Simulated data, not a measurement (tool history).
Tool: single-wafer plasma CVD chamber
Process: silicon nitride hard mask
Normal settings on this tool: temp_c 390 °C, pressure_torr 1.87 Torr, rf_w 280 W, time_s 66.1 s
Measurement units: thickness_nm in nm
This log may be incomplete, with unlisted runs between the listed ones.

| run | hour | temp_c | pressure_torr | rf_w | time_s | wafers since the last listed run | hours since the last thermocouple change | hours since the last RF generator calibration | hours since the last manometer calibration | hours since the showerhead was replaced | hours since the gauge calibration | read-back reference wafer on the same gauge, thickness_nm | thickness_nm |
|---|---|---|---|---|---|---|---|---|---|---|---|---|---|
| 1 | 0 | 390 | 1.87 | 280 | 66.1 | 0 | 1948.8 | 511 | 483.4 | 5341.3 | 2130.4 | 88.794 | 75.901 |
| 2 | 84.4 | 390 | 1.87 | 280 | 66.1 | 1318 | 2033.2 | 595.4 | 567.8 | 5425.7 | 2214.8 | 88.791 | 75.002 |
| 3 | 129.4 | 390 | 1.87 | 280 | 66.1 | 703 | 2078.2 | 640.4 | 612.8 | 5470.7 | 2259.8 | 88.785 | 75.059 |
| 4 | 171.2 | 390 | 1.87 | 280 | 58.7 | 653 | 2120 | 682.2 | 654.6 | 5512.5 | 2301.6 | 88.79 | 66.35 |
| 5 | 229.4 | 390 | 1.87 | 280 | 70.6 | 909 | 2178.2 | 740.4 | 712.8 | 5570.7 | 2359.8 | 88.756 | 79.363 |
| 6 | 313.5 | 390 | 1.87 | 280 | 66.1 | 1314 | 2262.3 | 824.5 | 796.9 | 5654.8 | 2443.9 | 88.798 | 73.9 |
| 7 | 358.8 | 390 | 1.87 | 280 | 66.1 | 707 | 2307.6 | 869.8 | 842.2 | 5700.1 | 2489.2 | 88.781 | 73.599 |
|  | 421.8 | RF generator calibrated |
| 8 | 422.3 | 390 | 1.87 | 255 | 61.3 | 867 | 2371.1 | 0.5 | 905.7 | 5763.6 | 2552.7 | 88.725 | 65.945 |
|  | 442 | showerhead replaced |
|  | 483.3 | gauge calibrated |
| 9 | 506.4 | 390 | 2.25 | 280 | 66.1 | 1189 | 2455.2 | 84.6 | 989.8 | 64.4 | 23.1 | 88.772 | 79.885 |
| 10 | 550 | 390 | 1.87 | 280 | 66.1 | 681 | 2498.8 | 128.2 | 1033.4 | 108 | 66.7 | 88.778 | 75.018 |
| 11 | 615.2 | 390 | 1.87 | 335 | 76 | 1018 | 2564 | 193.4 | 1098.6 | 173.2 | 131.9 | 88.715 | 95.421 |
|  | 691.3 | thermocouple changed; heater temperature recalibrated |
| 12 | 692.8 | 377 | 2.14 | 310 | 71.3 | 1087 | 1.5 | 271 | 1176.2 | 250.8 | 209.5 | 88.835 | 90.635 |
| 13 | 777.4 | 379 | 1.41 | 280 | 55.1 | 1321 | 86.1 | 355.6 | 1260.8 | 335.4 | 294.1 | 88.772 | 55.389 |
| 14 | 865.1 | 402 | 2.22 | 280 | 59.4 | 1370 | 173.8 | 443.3 | 1348.5 | 423.1 | 381.8 | 88.844 | 70.845 |
| 15 | 968 | 382 | 2.04 | 280 | 59.8 | 1607 | 276.7 | 546.2 | 1451.4 | 526 | 484.7 | 88.86 | 69.499 |
| 16 | 1056.4 | 390 | 1.52 | 300 | 72.6 | 1381 | 365.1 | 634.6 | 1539.8 | 614.4 | 573.1 | 88.804 | 76.989 |
| 17 | 1156.6 | 390 | 1.87 | 280 | 60.2 | 1565 | 465.3 | 734.8 | 1640 | 714.6 | 673.3 | 88.792 | 66.865 |
| 18 | 1247 | 390 | 2.16 | 280 | 66.1 | 1412 | 555.7 | 825.2 | 1730.4 | 805 | 763.7 | 88.797 | 77.446 |
| 19 | 1302.3 | 390 | 1.87 | 280 | 71.8 | 864 | 611 | 880.5 | 1785.7 | 860.3 | 819 | 88.839 | 79.375 |
| 20 | 1341.7 | 390 | 1.68 | 280 | 60.3 | 615 | 650.4 | 919.9 | 1825.1 | 899.7 | 858.4 | 88.744 | 63.279 |
| 21 | 1387.9 | 390 | 1.87 | 280 | 66.1 | 721 | 696.6 | 966.1 | 1871.3 | 945.9 | 904.6 | 88.797 | 72.553 |
|  | 1452.9 | RF generator calibrated |
| 22 | 1466.9 | 390 | 1.43 | 280 | 54.2 | 1109 | 775.6 | 14 | 1950.3 | 1024.9 | 983.6 | 88.759 | 54.5 |
| 23 | 1551.5 | 390 | 1.87 | 255 | 61.3 | 1321 | 860.2 | 98.6 | 2034.9 | 1109.5 | 1068.2 | 88.802 | 65.456 |
| 24 | 1592.4 | 399 | 1.87 | 260 | 66.1 | 639 | 901.1 | 139.5 | 2075.8 | 1150.4 | 1109.1 | 88.788 | 71.443 |
| 25 | 1686.9 | 390 | 1.87 | 240 | 77.1 | 1476 | 995.6 | 234 | 2170.3 | 1244.9 | 1203.6 | 88.79 | 79.289 |
| 26 | 1745.5 | 390 | 1.52 | 280 | 66.1 | 915 | 1054.2 | 292.6 | 2228.9 | 1303.5 | 1262.2 | 88.783 | 68.188 |
| 27 | 1847.6 | 399 | 1.87 | 255 | 74.9 | 1595 | 1156.3 | 394.7 | 2331 | 1405.6 | 1364.3 | 88.839 | 79.001 |

Below are 5 alternative next runs, each starting from the tool's condition after run 27. Predict each:
| A | 1848 | 390 | 1.87 | 280 | 57.3 | 6 | 1156.7 | 395.1 | 2331.4 | 1406 | 1364.7 | ? | ? |
| B | 1848 | 390 | 2.27 | 325 | 66.1 | 6 | 1156.7 | 395.1 | 2331.4 | 1406 | 1364.7 | ? | ? |
| C | 1848 | 382 | 1.87 | 280 | 70.4 | 6 | 1156.7 | 395.1 | 2331.4 | 1406 | 1364.7 | ? | ? |
| D | 1848 | 390 | 2.32 | 310 | 66.1 | 6 | 1156.7 | 395.1 | 2331.4 | 1406 | 1364.7 | ? | ? |
| E | 1848 | 390 | 2.16 | 245 | 78.5 | 6 | 1156.7 | 395.1 | 2331.4 | 1406 | 1364.7 | ? | ? |

| run | read-back reference wafer on the same gauge, thickness_nm | thickness_nm |
|---|---|---|
| A | 88.821 | 64.151 |
| B | 88.821 | 86.595 |
| C | 88.821 | 79.021 |
| D | 88.821 | 84.813 |
| E | 88.821 | 85.241 |
The same runs, with their run-to-run variation unchanged, on a tool lacking any hidden condition would have given:
| run | thickness_nm |
|---|---|
| A | 66.862 |
| B | 89.993 |
| C | 82.361 |
| D | 88.051 |
| E | 88.628 |
